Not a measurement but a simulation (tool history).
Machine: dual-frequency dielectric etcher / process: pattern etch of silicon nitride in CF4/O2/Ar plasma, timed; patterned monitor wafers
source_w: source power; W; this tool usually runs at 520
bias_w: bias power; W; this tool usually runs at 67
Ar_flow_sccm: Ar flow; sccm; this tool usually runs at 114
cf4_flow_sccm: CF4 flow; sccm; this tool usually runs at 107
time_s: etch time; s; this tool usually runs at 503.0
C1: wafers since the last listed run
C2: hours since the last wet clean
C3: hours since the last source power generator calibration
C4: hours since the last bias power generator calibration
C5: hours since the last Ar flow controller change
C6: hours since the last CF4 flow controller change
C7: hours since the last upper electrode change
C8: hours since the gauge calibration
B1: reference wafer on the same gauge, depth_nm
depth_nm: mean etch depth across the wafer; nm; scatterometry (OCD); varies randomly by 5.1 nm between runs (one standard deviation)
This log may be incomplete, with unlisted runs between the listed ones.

run 1 hour=0.0 | source_w=520 bias_w=67 Ar_flow_sccm=114 cf4_flow_sccm=107 time_s=503.0 | C1=0 C2=333.0 C3=3826.8 C4=1286.8 C5=5565.9 C6=1341.9 C7=2498.4 C8=164.8 | B1=1199.6 | depth_nm=1107.1
run 2 hour=29.4 | source_w=520 bias_w=67 Ar_flow_sccm=114 cf4_flow_sccm=107 time_s=503.0 | C1=128 C2=362.4 C3=3856.2 C4=1316.2 C5=5595.3 C6=1371.3 C7=2527.8 C8=194.2 | B1=1197.8 | depth_nm=1095.2
run 3 hour=70.0 | source_w=520 bias_w=67 Ar_flow_sccm=114 cf4_flow_sccm=107 time_s=503.0 | C1=177 C2=403.0 C3=3896.8 C4=1356.8 C5=5635.9 C6=1411.9 C7=2568.4 C8=234.8 | B1=1199.4 | depth_nm=1103.5
run 4 hour=107.1 | source_w=520 bias_w=67 Ar_flow_sccm=114 cf4_flow_sccm=107 time_s=503.0 | C1=162 C2=440.1 C3=3933.9 C4=1393.9 C5=5673.0 C6=1449.0 C7=2605.5 C8=271.9 | B1=1198.1 | depth_nm=1102.8
run 5 hour=141.4 | source_w=520 bias_w=67 Ar_flow_sccm=114 cf4_flow_sccm=107 time_s=503.0 | C1=149 C2=474.4 C3=3968.2 C4=1428.2 C5=5707.3 C6=1483.3 C7=2639.8 C8=306.2 | B1=1200.1 | depth_nm=1099.8
-- hour=208.2 upper electrode replaced
run 6 hour=208.7 | source_w=520 bias_w=67 Ar_flow_sccm=114 cf4_flow_sccm=107 time_s=503.0 | C1=189 C2=541.7 C3=4035.5 C4=1495.5 C5=5774.6 C6=1550.6 C7=0.5 C8=373.5 | B1=1198.8 | depth_nm=1101.3
run 7 hour=237.5 | source_w=520 bias_w=67 Ar_flow_sccm=114 cf4_flow_sccm=107 time_s=503.0 | C1=125 C2=570.5 C3=4064.3 C4=1524.3 C5=5803.4 C6=1579.4 C7=29.3 C8=402.3 | B1=1201.7 | depth_nm=1101.1
-- hour=280.9 CF4 flow controller replaced
-- hour=283.3 Ar flow controller replaced
run 8 hour=292.7 | source_w=520 bias_w=67 Ar_flow_sccm=114 cf4_flow_sccm=107 time_s=503.0 | C1=204 C2=625.7 C3=4119.5 C4=1579.5 C5=9.4 C6=11.8 C7=84.5 C8=457.5 | B1=1200.0 | depth_nm=1104.7
-- hour=329.5 wet clean of the chamber
run 9 hour=330.0 | source_w=470 bias_w=79 Ar_flow_sccm=122 cf4_flow_sccm=127 time_s=503.0 | C1=58 C2=0.5 C3=4156.8 C4=1616.8 C5=46.7 C6=49.1 C7=121.8 C8=494.8 | B1=1200.9 | depth_nm=1180.0
-- hour=347.6 source power generator calibrated
run 10 hour=361.9 | source_w=520 bias_w=67 Ar_flow_sccm=114 cf4_flow_sccm=107 time_s=608.5 | C1=121 C2=32.4 C3=14.3 C4=1648.7 C5=78.6 C6=81.0 C7=153.7 C8=526.7 | B1=1198.3 | depth_nm=1343.4
-- hour=375.8 bias power generator calibrated
run 11 hour=407.7 | source_w=520 bias_w=56 Ar_flow_sccm=114 cf4_flow_sccm=107 time_s=605.0 | C1=182 C2=78.2 C3=60.1 C4=31.9 C5=124.4 C6=126.8 C7=199.5 C8=572.5 | B1=1200.2 | depth_nm=1205.5
-- hour=428.9 gauge calibrated
run 12 hour=452.1 | source_w=520 bias_w=67 Ar_flow_sccm=114 cf4_flow_sccm=107 time_s=503.0 | C1=194 C2=122.6 C3=104.5 C4=76.3 C5=168.8 C6=171.2 C7=243.9 C8=23.2 | B1=1200.4 | depth_nm=1094.9
run 13 hour=507.1 | source_w=520 bias_w=57 Ar_flow_sccm=114 cf4_flow_sccm=107 time_s=503.0 | C1=240 C2=177.6 C3=159.5 C4=131.3 C5=223.8 C6=226.2 C7=298.9 C8=78.2 | B1=1198.9 | depth_nm=1007.7
run 14 hour=538.8 | source_w=520 bias_w=67 Ar_flow_sccm=102 cf4_flow_sccm=107 time_s=439.5 | C1=138 C2=209.3 C3=191.2 C4=163.0 C5=255.5 C6=257.9 C7=330.6 C8=109.9 | B1=1200.9 | depth_nm=975.4

How the hidden state differs across the entries between the runs, from the last listed run before each to the first after it:
From run 5 to run 6: upper electrode replaced (hour 208.2)
  the hidden state is the same at both runs
From run 7 to run 8: CF4 flow controller replaced (hour 280.9); Ar flow controller replaced (hour 283.3)
  the hidden state is the same at both runs
From run 8 to run 9: wet clean of the chamber (hour 329.5)
  the hidden state is the same at both runs
From run 9 to run 10: source power generator calibrated (hour 347.6)
  the hidden state is the same at both runs
From run 10 to run 11: bias power generator calibrated (hour 375.8)
  the hidden state is the same at both runs
From run 11 to run 12: gauge calibrated (hour 428.9)
  the hidden state is the same at both runs

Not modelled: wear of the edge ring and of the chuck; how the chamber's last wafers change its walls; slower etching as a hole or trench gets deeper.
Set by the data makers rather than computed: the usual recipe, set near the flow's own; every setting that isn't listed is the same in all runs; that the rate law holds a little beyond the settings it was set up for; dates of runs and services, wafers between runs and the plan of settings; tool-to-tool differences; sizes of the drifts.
